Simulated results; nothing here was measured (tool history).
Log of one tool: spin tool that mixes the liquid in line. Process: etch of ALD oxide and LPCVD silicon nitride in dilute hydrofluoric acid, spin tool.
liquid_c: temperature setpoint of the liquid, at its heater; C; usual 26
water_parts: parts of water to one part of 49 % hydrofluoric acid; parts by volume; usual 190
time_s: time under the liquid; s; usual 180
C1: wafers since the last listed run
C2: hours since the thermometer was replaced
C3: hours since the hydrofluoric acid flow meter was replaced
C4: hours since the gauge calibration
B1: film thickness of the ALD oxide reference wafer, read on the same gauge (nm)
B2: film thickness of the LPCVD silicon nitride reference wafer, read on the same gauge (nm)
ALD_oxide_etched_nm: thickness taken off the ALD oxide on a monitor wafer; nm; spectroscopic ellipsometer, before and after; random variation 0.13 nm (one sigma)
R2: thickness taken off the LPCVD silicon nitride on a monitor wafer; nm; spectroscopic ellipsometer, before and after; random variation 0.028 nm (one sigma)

run 1 hour=0 | liquid_c=26 water_parts=190 time_s=180 | C1=0 C2=467.7 C3=1283.4 C4=179.4 | B1=120 B2=90.011 | ALD_oxide_etched_nm=23.93 R2=0.455
run 2 hour=13.7 | liquid_c=26 water_parts=190 time_s=180 | C1=113 C2=481.4 C3=1297.1 C4=193.1 | B1=120.03 B2=89.957 | ALD_oxide_etched_nm=23.63 R2=0.425
run 3 hour=41.9 | liquid_c=26 water_parts=190 time_s=180 | C1=234 C2=509.6 C3=1325.3 C4=221.3 | B1=120.01 B2=89.99 | ALD_oxide_etched_nm=23.6 R2=0.466
run 4 hour=58.3 | liquid_c=26 water_parts=190 time_s=180 | C1=136 C2=526 C3=1341.7 C4=237.7 | B1=120.01 B2=89.999 | ALD_oxide_etched_nm=23.74 R2=0.429
run 5 hour=87.3 | liquid_c=26 water_parts=190 time_s=180 | C1=240 C2=555 C3=1370.7 C4=266.7 | B1=120.01 B2=90.015 | ALD_oxide_etched_nm=23.73 R2=0.429
run 6 hour=183.9 | liquid_c=26 water_parts=190 time_s=180 | C1=802 C2=651.6 C3=1467.3 C4=363.3 | B1=119.99 B2=89.998 | ALD_oxide_etched_nm=23.83 R2=0.496
run 7 hour=215.3 | liquid_c=26 water_parts=190 time_s=180 | C1=260 C2=683 C3=1498.7 C4=394.7 | B1=119.98 B2=90.01 | ALD_oxide_etched_nm=23.89 R2=0.44
run 8 hour=243.5 | liquid_c=26 water_parts=190 time_s=180 | C1=234 C2=711.2 C3=1526.9 C4=422.9 | B1=119.99 B2=89.975 | ALD_oxide_etched_nm=23.96 R2=0.502
run 9 hour=259.3 | liquid_c=26 water_parts=190 time_s=180 | C1=131 C2=727 C3=1542.7 C4=438.7 | B1=119.99 B2=90.004 | ALD_oxide_etched_nm=24 R2=0.424
run 10 hour=284.1 | liquid_c=26 water_parts=190 time_s=180 | C1=205 C2=751.8 C3=1567.5 C4=463.5 | B1=120 B2=90.035 | ALD_oxide_etched_nm=23.92 R2=0.481
run 11 hour=312.7 | liquid_c=26 water_parts=190 time_s=180 | C1=237 C2=780.4 C3=1596.1 C4=492.1 | B1=120 B2=89.994 | ALD_oxide_etched_nm=24.04 R2=0.478
run 12 hour=331.3 | liquid_c=26 water_parts=190 time_s=180 | C1=154 C2=799 C3=1614.7 C4=510.7 | B1=119.98 B2=89.991 | ALD_oxide_etched_nm=24.1 R2=0.489
-- hour=336.5 thermometer replaced
run 13 hour=366.3 | liquid_c=26 water_parts=190 time_s=180 | C1=282 C2=29.8 C3=1649.7 C4=545.7 | B1=119.98 B2=89.99 | ALD_oxide_etched_nm=22.91 R2=0.405
run 14 hour=385 | liquid_c=31 water_parts=190 time_s=140 | C1=155 C2=48.5 C3=1668.4 C4=564.4 | B1=119.98 B2=89.993 | ALD_oxide_etched_nm=21.47 R2=0.444
run 15 hour=407.9 | liquid_c=24.5 water_parts=265 time_s=285 | C1=190 C2=71.4 C3=1691.3 C4=587.3 | B1=119.99 B2=90.018 | ALD_oxide_etched_nm=22.77 R2=0.478
run 16 hour=429.1 | liquid_c=26 water_parts=190 time_s=80 | C1=176 C2=92.6 C3=1712.5 C4=608.5 | B1=120 B2=90.041 | ALD_oxide_etched_nm=10.31 R2=0.197
run 17 hour=449.5 | liquid_c=31 water_parts=130 time_s=210 | C1=169 C2=113 C3=1732.9 C4=628.9 | B1=120.02 B2=90.004 | ALD_oxide_etched_nm=51.61 R2=1.007
-- hour=474.4 hydrofluoric acid flow meter replaced
run 18 hour=477.4 | liquid_c=26 water_parts=245 time_s=105 | C1=223 C2=140.9 C3=3 C4=656.8 | B1=120 B2=90.019 | ALD_oxide_etched_nm=9.9 R2=0.205
run 19 hour=511.2 | liquid_c=26 water_parts=190 time_s=180 | C1=280 C2=174.7 C3=36.8 C4=690.6 | B1=120.02 B2=89.995 | ALD_oxide_etched_nm=22.93 R2=0.47
-- hour=513.5 gauge calibrated
run 20 hour=533.1 | liquid_c=26 water_parts=245 time_s=270 | C1=181 C2=196.6 C3=58.7 C4=19.6 | B1=119.99 B2=90.018 | ALD_oxide_etched_nm=25.28 R2=0.566
run 21 hour=545.5 | liquid_c=26 water_parts=190 time_s=180 | C1=102 C2=209 C3=71.1 C4=32 | B1=120 B2=89.985 | ALD_oxide_etched_nm=23.3 R2=0.404
run 22 hour=558.4 | liquid_c=26 water_parts=190 time_s=180 | C1=107 C2=221.9 C3=84 C4=44.9 | B1=120 B2=89.978 | ALD_oxide_etched_nm=23.14 R2=0.446
run 23 hour=586.6 | liquid_c=26 water_parts=245 time_s=105 | C1=234 C2=250.1 C3=112.2 C4=73.1 | B1=119.98 B2=89.945 | ALD_oxide_etched_nm=9.95 R2=0.208
run 24 hour=622.2 | liquid_c=29.5 water_parts=100 time_s=250 | C1=295 C2=285.7 C3=147.8 C4=108.7 | B1=120.01 B2=90.043 | ALD_oxide_etched_nm=77.88 R2=1.413
run 25 hour=648.9 | liquid_c=28.5 water_parts=110 time_s=225 | C1=221 C2=312.4 C3=174.5 C4=135.4 | B1=120.01 B2=90.013 | ALD_oxide_etched_nm=60.97 R2=1.231
run 26 hour=683.1 | liquid_c=26 water_parts=270 time_s=210 | C1=284 C2=346.6 C3=208.7 C4=169.6 | B1=120.03 B2=89.968 | ALD_oxide_etched_nm=17.66 R2=0.383
run 27 hour=699.3 | liquid_c=22.5 water_parts=190 time_s=85 | C1=134 C2=362.8 C3=224.9 C4=185.8 | B1=120.04 B2=89.973 | ALD_oxide_etched_nm=9.75 R2=0.17

3 ways to go on from here, each from the tool as it stands after run 27. What would each give?
run A hour=699.8 | liquid_c=26 water_parts=115 time_s=180 | C1=4 C2=363.3 C3=225.4 C4=186.3 | B1=? B2=? | ALD_oxide_etched_nm=? R2=?
run B hour=699.8 | liquid_c=26 water_parts=105 time_s=270 | C1=4 C2=363.3 C3=225.4 C4=186.3 | B1=? B2=? | ALD_oxide_etched_nm=? R2=?
run C hour=699.8 | liquid_c=24.5 water_parts=105 time_s=240 | C1=4 C2=363.3 C3=225.4 C4=186.3 | B1=? B2=? | ALD_oxide_etched_nm=? R2=?

run=A B1=119.99 B2=90.01 ALD_oxide_etched_nm=42.41 R2=0.763
run=B B1=119.99 B2=90.01 ALD_oxide_etched_nm=70.57 R2=1.253
run=C B1=119.99 B2=90.01 ALD_oxide_etched_nm=59.18 R2=1.011
Without the tool's hidden state the same runs would have given:
run=A ALD_oxide_etched_nm=41.36 R2=0.732
run=B ALD_oxide_etched_nm=68.82 R2=1.202
run=C ALD_oxide_etched_nm=57.7 R2=0.969

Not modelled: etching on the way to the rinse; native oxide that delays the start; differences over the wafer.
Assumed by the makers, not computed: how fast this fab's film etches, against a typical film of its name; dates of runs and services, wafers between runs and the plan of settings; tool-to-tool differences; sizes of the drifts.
